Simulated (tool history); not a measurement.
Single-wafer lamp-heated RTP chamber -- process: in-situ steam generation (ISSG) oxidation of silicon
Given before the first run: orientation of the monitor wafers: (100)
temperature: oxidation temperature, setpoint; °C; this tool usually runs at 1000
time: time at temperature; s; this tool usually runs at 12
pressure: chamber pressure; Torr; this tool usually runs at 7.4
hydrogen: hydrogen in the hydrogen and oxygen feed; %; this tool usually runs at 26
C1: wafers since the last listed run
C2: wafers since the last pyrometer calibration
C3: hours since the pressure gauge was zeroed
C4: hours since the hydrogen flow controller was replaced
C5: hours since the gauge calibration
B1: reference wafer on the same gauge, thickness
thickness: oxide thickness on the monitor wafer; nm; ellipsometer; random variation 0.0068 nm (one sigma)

{"run": 1, "hour": 0.0, "temperature": 1000, "time": 12, "pressure": 7.4, "hydrogen": 26, "C1": 0, "C2": 685, "C3": 1034.9, "C4": 5690.7, "C5": 125.7, "B1": 3.968, "thickness": 4.517}
{"run": 2, "hour": 55.8, "temperature": 1000, "time": 12, "pressure": 8.3, "hydrogen": 26, "C1": 342, "C2": 1028, "C3": 1090.7, "C4": 5746.5, "C5": 181.5, "B1": 3.968, "thickness": 4.522}
{"run": 3, "hour": 82.3, "temperature": 986, "time": 12, "pressure": 7.4, "hydrogen": 26, "C1": 162, "C2": 1191, "C3": 1117.2, "C4": 5773, "C5": 208, "B1": 3.97, "thickness": 4.333}
{"run": 4, "hour": 107.9, "temperature": 986, "time": 12, "pressure": 7.4, "hydrogen": 26, "C1": 157, "C2": 1348, "C3": 1142.8, "C4": 5798.6, "C5": 233.6, "B1": 3.968, "thickness": 4.341}
{"hour": 130.8, "done": "pyrometer window cleaned and pyrometer calibrated"}
{"run": 5, "hour": 172.8, "temperature": 986, "time": 12, "pressure": 7.4, "hydrogen": 26, "C1": 349, "C2": 258, "C3": 1207.7, "C4": 5863.5, "C5": 298.5, "B1": 3.97, "thickness": 4.314}
{"run": 6, "hour": 212.1, "temperature": 1000, "time": 12, "pressure": 7.4, "hydrogen": 21, "C1": 241, "C2": 499, "C3": 1247, "C4": 5902.8, "C5": 337.8, "B1": 3.974, "thickness": 4.277}
{"run": 7, "hour": 249.6, "temperature": 1000, "time": 12, "pressure": 7.4, "hydrogen": 21, "C1": 230, "C2": 730, "C3": 1284.5, "C4": 5940.3, "C5": 375.3, "B1": 3.969, "thickness": 4.275}
{"run": 8, "hour": 279.4, "temperature": 1000, "time": 12, "pressure": 7.4, "hydrogen": 21, "C1": 183, "C2": 913, "C3": 1314.3, "C4": 5970.1, "C5": 405.1, "B1": 3.968, "thickness": 4.276}
{"run": 9, "hour": 344.4, "temperature": 1000, "time": 12, "pressure": 7.4, "hydrogen": 26, "C1": 399, "C2": 1312, "C3": 1379.3, "C4": 6035.1, "C5": 470.1, "B1": 3.973, "thickness": 4.553}
{"hour": 358.8, "done": "pyrometer window cleaned and pyrometer calibrated"}
{"run": 10, "hour": 371.4, "temperature": 1000, "time": 12, "pressure": 7.4, "hydrogen": 26, "C1": 116, "C2": 77, "C3": 1406.3, "C4": 6062.1, "C5": 497.1, "B1": 3.966, "thickness": 4.508}
{"run": 11, "hour": 409.3, "temperature": 1000, "time": 12, "pressure": 8.2, "hydrogen": 26, "C1": 232, "C2": 310, "C3": 1444.2, "C4": 6100, "C5": 535, "B1": 3.97, "thickness": 4.501}
{"run": 12, "hour": 438.6, "temperature": 1000, "time": 12, "pressure": 8.2, "hydrogen": 26, "C1": 180, "C2": 490, "C3": 1473.5, "C4": 6129.3, "C5": 564.3, "B1": 3.97, "thickness": 4.504}
{"run": 13, "hour": 464.9, "temperature": 1000, "time": 12, "pressure": 8.2, "hydrogen": 26, "C1": 161, "C2": 652, "C3": 1499.8, "C4": 6155.6, "C5": 590.6, "B1": 3.969, "thickness": 4.514}
{"run": 14, "hour": 503.3, "temperature": 1000, "time": 12, "pressure": 7.4, "hydrogen": 26, "C1": 235, "C2": 888, "C3": 1538.2, "C4": 6194, "C5": 629, "B1": 3.966, "thickness": 4.538}
{"hour": 621.7, "done": "pressure gauge zeroed"}
{"hour": 638.0, "done": "pyrometer window cleaned and pyrometer calibrated"}
{"run": 15, "hour": 638.9, "temperature": 1000, "time": 12, "pressure": 7.8, "hydrogen": 31, "C1": 735, "C2": 5, "C3": 17.2, "C4": 6329.6, "C5": 764.6, "B1": 3.967, "thickness": 4.733}
{"run": 16, "hour": 666.6, "temperature": 1000, "time": 9, "pressure": 6.9, "hydrogen": 26, "C1": 170, "C2": 175, "C3": 44.9, "C4": 6357.3, "C5": 792.3, "B1": 3.971, "thickness": 3.992}
{"hour": 680.6, "done": "gauge calibrated"}
{"run": 17, "hour": 709.3, "temperature": 1000, "time": 12, "pressure": 7.4, "hydrogen": 26, "C1": 262, "C2": 438, "C3": 87.6, "C4": 6400, "C5": 28.7, "B1": 3.972, "thickness": 4.511}
{"run": 18, "hour": 768.0, "temperature": 986, "time": 12, "pressure": 7.4, "hydrogen": 26, "C1": 360, "C2": 798, "C3": 146.3, "C4": 6458.7, "C5": 87.4, "B1": 3.972, "thickness": 4.309}
{"run": 19, "hour": 795.2, "temperature": 994, "time": 12, "pressure": 7.4, "hydrogen": 20, "C1": 167, "C2": 965, "C3": 173.5, "C4": 6485.9, "C5": 114.6, "B1": 3.971, "thickness": 4.133}
{"hour": 829.9, "done": "hydrogen flow controller replaced"}
{"run": 20, "hour": 830.4, "temperature": 1016, "time": 12, "pressure": 6.9, "hydrogen": 22, "C1": 167, "C2": 1133, "C3": 208.7, "C4": 0.5, "C5": 149.8, "B1": 3.969, "thickness": 4.583}
{"run": 21, "hour": 854.1, "temperature": 1000, "time": 14, "pressure": 7.4, "hydrogen": 32, "C1": 145, "C2": 1278, "C3": 232.4, "C4": 24.2, "C5": 173.5, "B1": 3.969, "thickness": 5.156}
{"run": 22, "hour": 892.2, "temperature": 1000, "time": 12, "pressure": 7.4, "hydrogen": 26, "C1": 234, "C2": 1512, "C3": 270.5, "C4": 62.3, "C5": 211.6, "B1": 3.971, "thickness": 4.557}
{"hour": 933.1, "done": "pyrometer window cleaned and pyrometer calibrated"}
{"run": 23, "hour": 958.1, "temperature": 1000, "time": 12, "pressure": 8.3, "hydrogen": 17, "C1": 355, "C2": 153, "C3": 336.4, "C4": 128.2, "C5": 277.5, "B1": 3.969, "thickness": 4.045}
{"run": 24, "hour": 999.0, "temperature": 1000, "time": 15, "pressure": 7.4, "hydrogen": 29, "C1": 251, "C2": 405, "C3": 377.3, "C4": 169.1, "C5": 318.4, "B1": 3.971, "thickness": 5.111}
{"run": 25, "hour": 1060.2, "temperature": 1015, "time": 8, "pressure": 8.9, "hydrogen": 32, "C1": 376, "C2": 781, "C3": 438.5, "C4": 230.3, "C5": 379.6, "B1": 3.971, "thickness": 4.189}
{"run": 26, "hour": 1085.5, "temperature": 1000, "time": 12, "pressure": 7.4, "hydrogen": 18, "C1": 155, "C2": 936, "C3": 463.8, "C4": 255.6, "C5": 404.9, "B1": 3.969, "thickness": 4.111}
{"run": 27, "hour": 1118.2, "temperature": 1000, "time": 12, "pressure": 6.9, "hydrogen": 26, "C1": 200, "C2": 1137, "C3": 496.5, "C4": 288.3, "C5": 437.6, "B1": 3.973, "thickness": 4.521}
{"run": 28, "hour": 1188.1, "temperature": 1020, "time": 10, "pressure": 6.9, "hydrogen": 32, "C1": 429, "C2": 1567, "C3": 566.4, "C4": 358.2, "C5": 507.5, "B1": 3.968, "thickness": 4.817}
{"hour": 1220.8, "done": "pyrometer window cleaned and pyrometer calibrated"}
{"run": 29, "hour": 1256.3, "temperature": 1000, "time": 12, "pressure": 7.4, "hydrogen": 26, "C1": 369, "C2": 218, "C3": 634.6, "C4": 426.4, "C5": 575.7, "B1": 3.971, "thickness": 4.508}
{"run": 30, "hour": 1304.3, "temperature": 1000, "time": 10, "pressure": 7.8, "hydrogen": 16, "C1": 294, "C2": 513, "C3": 682.6, "C4": 474.4, "C5": 623.7, "B1": 3.971, "thickness": 3.694}

Run by run, hidden condition taken away, random variation retained:
The hidden state here: true wafer temperature minus pyrometer reading, K; true pressure minus gauge reading, Torr; deviation of the hydrogen flow from its setpoint, %; gauge reads high (%).
run=1 thickness=4.498
run=2 thickness=4.491
run=3 thickness=4.299
run=4 thickness=4.3
run=5 thickness=4.302
run=6 thickness=4.26
run=7 thickness=4.253
run=8 thickness=4.247
run=9 thickness=4.503
run=10 thickness=4.499
run=11 thickness=4.49
run=12 thickness=4.49
run=13 thickness=4.496
run=14 thickness=4.512
run=15 thickness=4.732
run=16 thickness=3.99
run=17 thickness=4.506
run=18 thickness=4.297
run=19 thickness=4.115
run=20 thickness=4.548
run=21 thickness=5.11
run=22 thickness=4.503
run=23 thickness=4.041
run=24 thickness=5.103
run=25 thickness=4.175
run=26 thickness=4.092
run=27 thickness=4.491
run=28 thickness=4.754
run=29 thickness=4.506
run=30 thickness=3.69
